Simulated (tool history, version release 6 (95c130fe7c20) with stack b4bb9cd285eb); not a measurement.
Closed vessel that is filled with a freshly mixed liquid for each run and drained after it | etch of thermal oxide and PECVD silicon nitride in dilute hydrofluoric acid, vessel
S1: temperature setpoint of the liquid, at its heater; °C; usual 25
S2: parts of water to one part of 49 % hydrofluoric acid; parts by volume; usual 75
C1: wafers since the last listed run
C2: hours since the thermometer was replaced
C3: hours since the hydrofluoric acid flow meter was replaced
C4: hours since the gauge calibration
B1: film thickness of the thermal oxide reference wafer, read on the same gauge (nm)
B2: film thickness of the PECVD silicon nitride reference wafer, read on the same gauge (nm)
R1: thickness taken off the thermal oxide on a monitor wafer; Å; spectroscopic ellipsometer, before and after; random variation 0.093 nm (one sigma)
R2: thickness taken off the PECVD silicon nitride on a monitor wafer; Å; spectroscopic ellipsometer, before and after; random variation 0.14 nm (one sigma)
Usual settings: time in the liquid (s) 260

run 1 hour=0 | S1=25 S2=75 time_in_the_liquid_(s)=260 | C1=0 C2=437.8 C3=963 C4=720.6 | B1=130.03 B2=129.96 | R1=189.6 R2=197
run 2 hour=13.7 | S1=25 S2=75 time_in_the_liquid_(s)=260 | C1=759 C2=451.5 C3=976.7 C4=734.3 | B1=129.99 B2=130.03 | R1=189 R2=199.2
run 3 hour=37.7 | S1=25 S2=75 time_in_the_liquid_(s)=260 | C1=1330 C2=475.5 C3=1000.7 C4=758.3 | B1=130 B2=129.96 | R1=189.3 R2=202.1
run 4 hour=68.6 | S1=25 S2=75 time_in_the_liquid_(s)=260 | C1=1712 C2=506.4 C3=1031.6 C4=789.2 | B1=130.03 B2=130.01 | R1=189.7 R2=203.9
-- hour=81 gauge calibrated
run 5 hour=101.7 | S1=25 S2=75 time_in_the_liquid_(s)=260 | C1=1834 C2=539.5 C3=1064.7 C4=20.7 | B1=130 B2=130.01 | R1=188.8 R2=203.9
run 6 hour=129.5 | S1=25 S2=105 time_in_the_liquid_(s)=205 | C1=1540 C2=567.3 C3=1092.5 C4=48.5 | B1=129.99 B2=129.99 | R1=103.9 R2=114.1
run 7 hour=163.4 | S1=20 S2=75 time_in_the_liquid_(s)=315 | C1=1878 C2=601.2 C3=1126.4 C4=82.4 | B1=129.99 B2=130.01 | R1=190.5 R2=177.5
run 8 hour=181.4 | S1=25 S2=75 time_in_the_liquid_(s)=260 | C1=997 C2=619.2 C3=1144.4 C4=100.4 | B1=130 B2=129.98 | R1=192.5 R2=205.3
run 9 hour=202.2 | S1=25 S2=105 time_in_the_liquid_(s)=335 | C1=1152 C2=640 C3=1165.2 C4=121.2 | B1=129.98 B2=129.94 | R1=170.4 R2=190
run 10 hour=224.9 | S1=25 S2=75 time_in_the_liquid_(s)=260 | C1=1258 C2=662.7 C3=1187.9 C4=143.9 | B1=129.97 B2=130.03 | R1=192.5 R2=208
-- hour=243.6 thermometer replaced
run 11 hour=244.1 | S1=25 S2=35 time_in_the_liquid_(s)=260 | C1=1008 C2=0.5 C3=1207.1 C4=163.1 | B1=130.01 B2=130.01 | R1=453.3 R2=471
run 12 hour=269.2 | S1=22 S2=55 time_in_the_liquid_(s)=260 | C1=1391 C2=25.6 C3=1232.2 C4=188.2 | B1=130.03 B2=130.03 | R1=252.7 R2=246.7
run 13 hour=283.4 | S1=20.5 S2=45 time_in_the_liquid_(s)=390 | C1=787 C2=39.8 C3=1246.4 C4=202.4 | B1=130 B2=130.04 | R1=443.3 R2=406.8
run 14 hour=317 | S1=25 S2=95 time_in_the_liquid_(s)=260 | C1=1862 C2=73.4 C3=1280 C4=236 | B1=130.01 B2=130.02 | R1=156 R2=175.9
run 15 hour=335.6 | S1=25 S2=75 time_in_the_liquid_(s)=260 | C1=1030 C2=92 C3=1298.6 C4=254.6 | B1=130.03 B2=130.02 | R1=202.8 R2=227.6
run 16 hour=351 | S1=25 S2=100 time_in_the_liquid_(s)=190 | C1=853 C2=107.4 C3=1314 C4=270 | B1=129.99 B2=130 | R1=107.1 R2=123.2
-- hour=372.6 hydrofluoric acid flow meter replaced
run 17 hour=384.9 | S1=25 S2=75 time_in_the_liquid_(s)=260 | C1=1823 C2=141.3 C3=12.3 C4=303.9 | B1=130.03 B2=130 | R1=202.9 R2=229.2
-- hour=399.8 thermometer replaced, repeated, since the last time left the tool worse
run 18 hour=465.9 | S1=25 S2=75 time_in_the_liquid_(s)=260 | C1=4434 C2=66.1 C3=93.3 C4=384.9 | B1=130 B2=130.03 | R1=184.7 R2=190.1
run 19 hour=489.2 | S1=25 S2=75 time_in_the_liquid_(s)=260 | C1=1291 C2=89.4 C3=116.6 C4=408.2 | B1=130.03 B2=129.97 | R1=183.8 R2=188.1
run 20 hour=517.7 | S1=25 S2=75 time_in_the_liquid_(s)=260 | C1=1579 C2=117.9 C3=145.1 C4=436.7 | B1=129.99 B2=129.99 | R1=183.5 R2=189.6
run 21 hour=539 | S1=20 S2=90 time_in_the_liquid_(s)=220 | C1=1180 C2=139.2 C3=166.4 C4=458 | B1=129.99 B2=130.01 | R1=105.1 R2=96.1
run 22 hour=554.1 | S1=27.5 S2=90 time_in_the_liquid_(s)=390 | C1=836 C2=154.3 C3=181.5 C4=473.1 | B1=129.98 B2=129.99 | R1=248.4 R2=284.2
run 23 hour=588.1 | S1=25 S2=75 time_in_the_liquid_(s)=325 | C1=1884 C2=188.3 C3=215.5 C4=507.1 | B1=129.98 B2=130.02 | R1=231 R2=237.5
run 24 hour=607 | S1=22 S2=50 time_in_the_liquid_(s)=315 | C1=1047 C2=207.2 C3=234.4 C4=526 | B1=130.02 B2=130 | R1=307.9 R2=283.2

Forecast each of these 5 alternatives for the next run:
run A hour=607.7 | S1=25 S2=75 time_in_the_liquid_(s)=260 | C1=38 C2=207.9 C3=235.1 C4=526.7 | B1=? B2=? | R1=? R2=?
run B hour=607.7 | S1=25 S2=100 time_in_the_liquid_(s)=405 | C1=38 C2=207.9 C3=235.1 C4=526.7 | B1=? B2=? | R1=? R2=?
run C hour=607.7 | S1=23.5 S2=45 time_in_the_liquid_(s)=260 | C1=38 C2=207.9 C3=235.1 C4=526.7 | B1=? B2=? | R1=? R2=?
run D hour=607.7 | S1=27.5 S2=60 time_in_the_liquid_(s)=210 | C1=38 C2=207.9 C3=235.1 C4=526.7 | B1=? B2=? | R1=? R2=?
run E hour=607.7 | S1=21.5 S2=110 time_in_the_liquid_(s)=260 | C1=38 C2=207.9 C3=235.1 C4=526.7 | B1=? B2=? | R1=? R2=?

run=A B1=130.01 B2=130.02 R1=184.7 R2=196.1
run=B B1=130.01 B2=130.02 R1=208.9 R2=229.7
run=C B1=130.01 B2=130.02 R1=301.6 R2=293.1
run=D B1=130.01 B2=130.02 R1=210.3 R2=232.6
run=E B1=130.01 B2=130.02 R1=104.9 R2=106.6
Without the tool's hidden state the same runs would have given:
run=A R1=179.2 R2=186.5
run=B R1=202.8 R2=218.6
run=C R1=292.3 R2=278.5
run=D R1=204 R2=221.3
run=E R1=101.7 R2=101.3
